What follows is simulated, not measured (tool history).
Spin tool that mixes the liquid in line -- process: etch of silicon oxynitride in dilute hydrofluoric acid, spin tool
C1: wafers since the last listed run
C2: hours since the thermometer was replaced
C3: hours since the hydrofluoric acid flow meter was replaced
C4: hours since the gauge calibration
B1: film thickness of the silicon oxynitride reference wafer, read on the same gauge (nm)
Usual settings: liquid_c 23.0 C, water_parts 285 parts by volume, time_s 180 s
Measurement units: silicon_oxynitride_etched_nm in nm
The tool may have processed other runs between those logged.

{"run": 1, "hour": 0.0, "liquid_c": 21.0, "water_parts": 285, "time_s": 180, "C1": 0, "C2": 2410.9, "C3": 2007.0, "C4": 186.7, "B1": 69.995, "silicon_oxynitride_etched_nm": 2.198}
{"run": 2, "hour": 11.4, "liquid_c": 23.0, "water_parts": 285, "time_s": 180, "C1": 106, "C2": 2422.3, "C3": 2018.4, "C4": 198.1, "B1": 70.006, "silicon_oxynitride_etched_nm": 2.422}
{"run": 3, "hour": 19.9, "liquid_c": 23.0, "water_parts": 285, "time_s": 180, "C1": 79, "C2": 2430.8, "C3": 2026.9, "C4": 206.6, "B1": 69.995, "silicon_oxynitride_etched_nm": 2.36}
{"run": 4, "hour": 36.2, "liquid_c": 23.0, "water_parts": 285, "time_s": 180, "C1": 152, "C2": 2447.1, "C3": 2043.2, "C4": 222.9, "B1": 69.986, "silicon_oxynitride_etched_nm": 2.43}
{"run": 5, "hour": 48.1, "liquid_c": 23.0, "water_parts": 325, "time_s": 180, "C1": 111, "C2": 2459.0, "C3": 2055.1, "C4": 234.8, "B1": 69.987, "silicon_oxynitride_etched_nm": 2.04}
{"run": 6, "hour": 58.7, "liquid_c": 23.0, "water_parts": 325, "time_s": 180, "C1": 99, "C2": 2469.6, "C3": 2065.7, "C4": 245.4, "B1": 70.015, "silicon_oxynitride_etched_nm": 2.059}
{"run": 7, "hour": 70.0, "liquid_c": 23.0, "water_parts": 285, "time_s": 180, "C1": 105, "C2": 2480.9, "C3": 2077.0, "C4": 256.7, "B1": 69.987, "silicon_oxynitride_etched_nm": 2.404}
{"hour": 77.5, "done": "hydrofluoric acid flow meter replaced"}
{"run": 8, "hour": 82.0, "liquid_c": 23.0, "water_parts": 285, "time_s": 180, "C1": 102, "C2": 2492.9, "C3": 4.5, "C4": 268.7, "B1": 69.99, "silicon_oxynitride_etched_nm": 2.374}
{"run": 9, "hour": 111.7, "liquid_c": 23.0, "water_parts": 285, "time_s": 180, "C1": 277, "C2": 2522.6, "C3": 34.2, "C4": 298.4, "B1": 69.994, "silicon_oxynitride_etched_nm": 2.426}
{"run": 10, "hour": 117.8, "liquid_c": 23.0, "water_parts": 285, "time_s": 180, "C1": 57, "C2": 2528.7, "C3": 40.3, "C4": 304.5, "B1": 70.007, "silicon_oxynitride_etched_nm": 2.363}
{"run": 11, "hour": 133.7, "liquid_c": 23.0, "water_parts": 285, "time_s": 250, "C1": 148, "C2": 2544.6, "C3": 56.2, "C4": 320.4, "B1": 69.997, "silicon_oxynitride_etched_nm": 3.325}
{"run": 12, "hour": 141.1, "liquid_c": 23.0, "water_parts": 285, "time_s": 180, "C1": 69, "C2": 2552.0, "C3": 63.6, "C4": 327.8, "B1": 70.008, "silicon_oxynitride_etched_nm": 2.403}
{"run": 13, "hour": 149.8, "liquid_c": 25.5, "water_parts": 250, "time_s": 90, "C1": 81, "C2": 2560.7, "C3": 72.3, "C4": 336.5, "B1": 70.014, "silicon_oxynitride_etched_nm": 1.533}
{"hour": 162.6, "done": "thermometer replaced"}
{"run": 14, "hour": 165.5, "liquid_c": 23.0, "water_parts": 325, "time_s": 180, "C1": 137, "C2": 2.9, "C3": 88.0, "C4": 352.2, "B1": 70.015, "silicon_oxynitride_etched_nm": 2.034}
{"run": 15, "hour": 172.8, "liquid_c": 23.0, "water_parts": 285, "time_s": 235, "C1": 68, "C2": 10.2, "C3": 95.3, "C4": 359.5, "B1": 70.003, "silicon_oxynitride_etched_nm": 3.156}
{"hour": 179.6, "done": "gauge calibrated"}
{"run": 16, "hour": 180.3, "liquid_c": 23.0, "water_parts": 285, "time_s": 180, "C1": 70, "C2": 17.7, "C3": 102.8, "C4": 0.7, "B1": 70.0, "silicon_oxynitride_etched_nm": 2.395}
{"run": 17, "hour": 193.5, "liquid_c": 23.0, "water_parts": 175, "time_s": 180, "C1": 123, "C2": 30.9, "C3": 116.0, "C4": 13.9, "B1": 70.018, "silicon_oxynitride_etched_nm": 4.26}
{"run": 18, "hour": 210.7, "liquid_c": 28.0, "water_parts": 195, "time_s": 80, "C1": 160, "C2": 48.1, "C3": 133.2, "C4": 31.1, "B1": 70.011, "silicon_oxynitride_etched_nm": 2.026}
{"run": 19, "hour": 220.9, "liquid_c": 23.0, "water_parts": 285, "time_s": 120, "C1": 95, "C2": 58.3, "C3": 143.4, "C4": 41.3, "B1": 70.017, "silicon_oxynitride_etched_nm": 1.604}
{"run": 20, "hour": 234.3, "liquid_c": 26.5, "water_parts": 285, "time_s": 260, "C1": 125, "C2": 71.7, "C3": 156.8, "C4": 54.7, "B1": 69.997, "silicon_oxynitride_etched_nm": 4.041}
{"run": 21, "hour": 246.7, "liquid_c": 23.0, "water_parts": 285, "time_s": 180, "C1": 116, "C2": 84.1, "C3": 169.2, "C4": 67.1, "B1": 70.019, "silicon_oxynitride_etched_nm": 2.367}
{"run": 22, "hour": 257.5, "liquid_c": 23.0, "water_parts": 210, "time_s": 130, "C1": 101, "C2": 94.9, "C3": 180.0, "C4": 77.9, "B1": 70.007, "silicon_oxynitride_etched_nm": 2.447}
{"run": 23, "hour": 266.3, "liquid_c": 18.5, "water_parts": 285, "time_s": 145, "C1": 82, "C2": 103.7, "C3": 188.8, "C4": 86.7, "B1": 69.996, "silicon_oxynitride_etched_nm": 1.565}
{"run": 24, "hour": 278.5, "liquid_c": 27.5, "water_parts": 160, "time_s": 130, "C1": 114, "C2": 115.9, "C3": 201.0, "C4": 98.9, "B1": 69.985, "silicon_oxynitride_etched_nm": 4.164}
{"run": 25, "hour": 292.0, "liquid_c": 21.5, "water_parts": 245, "time_s": 280, "C1": 126, "C2": 129.4, "C3": 214.5, "C4": 112.4, "B1": 70.013, "silicon_oxynitride_etched_nm": 4.181}
{"run": 26, "hour": 344.4, "liquid_c": 19.5, "water_parts": 325, "time_s": 130, "C1": 490, "C2": 181.8, "C3": 266.9, "C4": 164.8, "B1": 70.005, "silicon_oxynitride_etched_nm": 1.281}
{"run": 27, "hour": 354.1, "liquid_c": 23.0, "water_parts": 285, "time_s": 180, "C1": 90, "C2": 191.5, "C3": 276.6, "C4": 174.5, "B1": 69.991, "silicon_oxynitride_etched_nm": 2.421}
{"run": 28, "hour": 365.1, "liquid_c": 23.0, "water_parts": 235, "time_s": 85, "C1": 102, "C2": 202.5, "C3": 287.6, "C4": 185.5, "B1": 69.976, "silicon_oxynitride_etched_nm": 1.413}
{"run": 29, "hour": 377.2, "liquid_c": 23.0, "water_parts": 285, "time_s": 150, "C1": 113, "C2": 214.6, "C3": 299.7, "C4": 197.6, "B1": 69.995, "silicon_oxynitride_etched_nm": 1.953}
{"run": 30, "hour": 384.9, "liquid_c": 23.0, "water_parts": 285, "time_s": 180, "C1": 72, "C2": 222.3, "C3": 307.4, "C4": 205.3, "B1": 70.007, "silicon_oxynitride_etched_nm": 2.38}
{"run": 31, "hour": 400.3, "liquid_c": 23.0, "water_parts": 360, "time_s": 180, "C1": 144, "C2": 237.7, "C3": 322.8, "C4": 220.7, "B1": 69.992, "silicon_oxynitride_etched_nm": 1.817}
{"run": 32, "hour": 409.9, "liquid_c": 20.0, "water_parts": 215, "time_s": 245, "C1": 89, "C2": 247.3, "C3": 332.4, "C4": 230.3, "B1": 70.015, "silicon_oxynitride_etched_nm": 3.943}

5 ways to go on from here, each from the tool as it stands after run 32. What would each give?
{"run": "A", "hour": 410.4, "liquid_c": 23.0, "water_parts": 285, "time_s": 180, "C1": 4, "C2": 247.8, "C3": 332.9, "C4": 230.8, "B1": "?", "silicon_oxynitride_etched_nm": "?"}
{"run": "B", "hour": 410.4, "liquid_c": 26.0, "water_parts": 390, "time_s": 275, "C1": 4, "C2": 247.8, "C3": 332.9, "C4": 230.8, "B1": "?", "silicon_oxynitride_etched_nm": "?"}
{"run": "C", "hour": 410.4, "liquid_c": 25.0, "water_parts": 340, "time_s": 225, "C1": 4, "C2": 247.8, "C3": 332.9, "C4": 230.8, "B1": "?", "silicon_oxynitride_etched_nm": "?"}
{"run": "D", "hour": 410.4, "liquid_c": 23.0, "water_parts": 380, "time_s": 145, "C1": 4, "C2": 247.8, "C3": 332.9, "C4": 230.8, "B1": "?", "silicon_oxynitride_etched_nm": "?"}
{"run": "E", "hour": 410.4, "liquid_c": 27.5, "water_parts": 155, "time_s": 220, "C1": 4, "C2": 247.8, "C3": 332.9, "C4": 230.8, "B1": "?", "silicon_oxynitride_etched_nm": "?"}

run=A B1=70.008 silicon_oxynitride_etched_nm=2.462
run=B B1=70.008 silicon_oxynitride_etched_nm=2.901
run=C B1=70.008 silicon_oxynitride_etched_nm=2.705
run=D B1=70.008 silicon_oxynitride_etched_nm=1.399
run=E B1=70.008 silicon_oxynitride_etched_nm=7.439
With no hidden state in the tool, these same runs would have given:
run=A silicon_oxynitride_etched_nm=2.462
run=B silicon_oxynitride_etched_nm=2.901
run=C silicon_oxynitride_etched_nm=2.705
run=D silicon_oxynitride_etched_nm=1.399
run=E silicon_oxynitride_etched_nm=7.439

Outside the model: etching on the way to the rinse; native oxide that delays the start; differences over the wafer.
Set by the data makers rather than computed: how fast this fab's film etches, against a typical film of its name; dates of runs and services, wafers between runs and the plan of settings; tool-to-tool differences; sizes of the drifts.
